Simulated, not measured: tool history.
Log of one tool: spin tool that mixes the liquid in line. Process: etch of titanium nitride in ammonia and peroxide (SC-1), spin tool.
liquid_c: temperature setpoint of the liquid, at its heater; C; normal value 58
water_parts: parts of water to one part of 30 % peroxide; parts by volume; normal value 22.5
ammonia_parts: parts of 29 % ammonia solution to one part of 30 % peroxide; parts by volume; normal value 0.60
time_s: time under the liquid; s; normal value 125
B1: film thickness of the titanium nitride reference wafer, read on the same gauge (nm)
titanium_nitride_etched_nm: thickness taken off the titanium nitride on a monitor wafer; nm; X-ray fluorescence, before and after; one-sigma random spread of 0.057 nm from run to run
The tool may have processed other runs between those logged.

{"run": 1, "hour": 0.0, "liquid_c": 58, "water_parts": 22.5, "ammonia_parts": 0.6, "time_s": 125, "B1": 100.01, "titanium_nitride_etched_nm": 8.31}
{"hour": 2.1, "done": "new drum of ammonia solution connected"}
{"hour": 27.2, "done": "ammonia flow meter replaced"}
{"run": 2, "hour": 57.2, "liquid_c": 58, "water_parts": 22.5, "ammonia_parts": 0.6, "time_s": 125, "B1": 99.99, "titanium_nitride_etched_nm": 8.15}
{"run": 3, "hour": 117.8, "liquid_c": 58, "water_parts": 22.5, "ammonia_parts": 0.6, "time_s": 125, "B1": 100.0, "titanium_nitride_etched_nm": 8.26}
{"run": 4, "hour": 181.8, "liquid_c": 58, "water_parts": 22.5, "ammonia_parts": 0.6, "time_s": 125, "B1": 100.0, "titanium_nitride_etched_nm": 8.22}
{"run": 5, "hour": 356.2, "liquid_c": 58, "water_parts": 22.5, "ammonia_parts": 0.6, "time_s": 125, "B1": 99.99, "titanium_nitride_etched_nm": 8.26}
{"hour": 447.8, "done": "new drum of ammonia solution connected"}
{"run": 6, "hour": 454.1, "liquid_c": 58, "water_parts": 22.5, "ammonia_parts": 0.6, "time_s": 125, "B1": 99.99, "titanium_nitride_etched_nm": 8.2}
{"run": 7, "hour": 495.0, "liquid_c": 58, "water_parts": 22.5, "ammonia_parts": 0.6, "time_s": 125, "B1": 100.0, "titanium_nitride_etched_nm": 8.09}
{"hour": 522.5, "done": "heated supply line repaired"}
{"run": 8, "hour": 532.4, "liquid_c": 58, "water_parts": 25.5, "ammonia_parts": 0.6, "time_s": 125, "B1": 100.0, "titanium_nitride_etched_nm": 8.15}
{"hour": 566.5, "done": "gauge calibrated"}
{"run": 9, "hour": 623.0, "liquid_c": 58, "water_parts": 25.5, "ammonia_parts": 0.6, "time_s": 125, "B1": 100.01, "titanium_nitride_etched_nm": 8.02}
{"hour": 650.7, "done": "thermometer replaced"}
{"hour": 698.8, "done": "ammonia flow meter replaced"}
{"run": 10, "hour": 706.1, "liquid_c": 58, "water_parts": 22.5, "ammonia_parts": 0.6, "time_s": 125, "B1": 99.99, "titanium_nitride_etched_nm": 8.66}
{"run": 11, "hour": 783.2, "liquid_c": 58, "water_parts": 22.5, "ammonia_parts": 0.6, "time_s": 125, "B1": 100.0, "titanium_nitride_etched_nm": 8.55}
{"hour": 815.2, "done": "new drum of ammonia solution connected"}
{"run": 12, "hour": 842.5, "liquid_c": 58, "water_parts": 22.5, "ammonia_parts": 0.6, "time_s": 125, "B1": 99.99, "titanium_nitride_etched_nm": 8.53}
{"run": 13, "hour": 921.3, "liquid_c": 58, "water_parts": 18.5, "ammonia_parts": 0.45, "time_s": 170, "B1": 100.01, "titanium_nitride_etched_nm": 12.29}
{"run": 14, "hour": 1004.7, "liquid_c": 58, "water_parts": 15.0, "ammonia_parts": 0.4, "time_s": 125, "B1": 99.99, "titanium_nitride_etched_nm": 10.07}
{"run": 15, "hour": 1053.8, "liquid_c": 58, "water_parts": 22.5, "ammonia_parts": 0.6, "time_s": 195, "B1": 99.99, "titanium_nitride_etched_nm": 13.2}
{"run": 16, "hour": 1129.3, "liquid_c": 58, "water_parts": 22.5, "ammonia_parts": 0.6, "time_s": 125, "B1": 99.99, "titanium_nitride_etched_nm": 8.41}
{"run": 17, "hour": 1196.7, "liquid_c": 58, "water_parts": 22.5, "ammonia_parts": 0.3, "time_s": 125, "B1": 100.01, "titanium_nitride_etched_nm": 7.43}
{"hour": 1231.2, "done": "new drum of ammonia solution connected"}
{"run": 18, "hour": 1289.3, "liquid_c": 63, "water_parts": 22.5, "ammonia_parts": 0.45, "time_s": 100, "B1": 100.0, "titanium_nitride_etched_nm": 8.86}
{"run": 19, "hour": 1332.0, "liquid_c": 58, "water_parts": 22.5, "ammonia_parts": 0.85, "time_s": 125, "B1": 99.99, "titanium_nitride_etched_nm": 8.93}
{"hour": 1382.0, "done": "ammonia flow meter replaced"}
{"run": 20, "hour": 1420.0, "liquid_c": 68, "water_parts": 22.5, "ammonia_parts": 0.7, "time_s": 155, "B1": 100.01, "titanium_nitride_etched_nm": 20.53}
{"run": 21, "hour": 1545.0, "liquid_c": 64, "water_parts": 27.5, "ammonia_parts": 0.8, "time_s": 70, "B1": 99.99, "titanium_nitride_etched_nm": 6.62}
{"run": 22, "hour": 1615.0, "liquid_c": 58, "water_parts": 22.5, "ammonia_parts": 0.6, "time_s": 125, "B1": 99.99, "titanium_nitride_etched_nm": 8.41}
{"hour": 1628.0, "done": "new drum of ammonia solution connected"}
{"run": 23, "hour": 1663.9, "liquid_c": 58, "water_parts": 22.5, "ammonia_parts": 0.8, "time_s": 125, "B1": 100.01, "titanium_nitride_etched_nm": 8.86}
{"run": 24, "hour": 1710.8, "liquid_c": 58, "water_parts": 22.5, "ammonia_parts": 0.6, "time_s": 125, "B1": 99.99, "titanium_nitride_etched_nm": 8.35}

Alternative continuations, all from the tool just after run 24; predict every row:
{"run": "A", "hour": 1711.3, "liquid_c": 58, "water_parts": 22.5, "ammonia_parts": 0.6, "time_s": 125, "B1": "?", "titanium_nitride_etched_nm": "?"}
{"run": "B", "hour": 1711.3, "liquid_c": 58, "water_parts": 22.5, "ammonia_parts": 0.45, "time_s": 125, "B1": "?", "titanium_nitride_etched_nm": "?"}
{"run": "C", "hour": 1711.3, "liquid_c": 68, "water_parts": 22.5, "ammonia_parts": 0.3, "time_s": 95, "B1": "?", "titanium_nitride_etched_nm": "?"}
{"run": "D", "hour": 1711.3, "liquid_c": 58, "water_parts": 15.0, "ammonia_parts": 0.35, "time_s": 60, "B1": "?", "titanium_nitride_etched_nm": "?"}

run=A B1=100.01 titanium_nitride_etched_nm=8.31
run=B B1=100.01 titanium_nitride_etched_nm=7.88
run=C B1=100.01 titanium_nitride_etched_nm=10.58
run=D B1=100.01 titanium_nitride_etched_nm=4.52
With the hidden condition removed and each run's random variation left untouched, the same runs would have given:
run=A titanium_nitride_etched_nm=8.68
run=B titanium_nitride_etched_nm=8.22
run=C titanium_nitride_etched_nm=11.01
run=D titanium_nitride_etched_nm=4.72

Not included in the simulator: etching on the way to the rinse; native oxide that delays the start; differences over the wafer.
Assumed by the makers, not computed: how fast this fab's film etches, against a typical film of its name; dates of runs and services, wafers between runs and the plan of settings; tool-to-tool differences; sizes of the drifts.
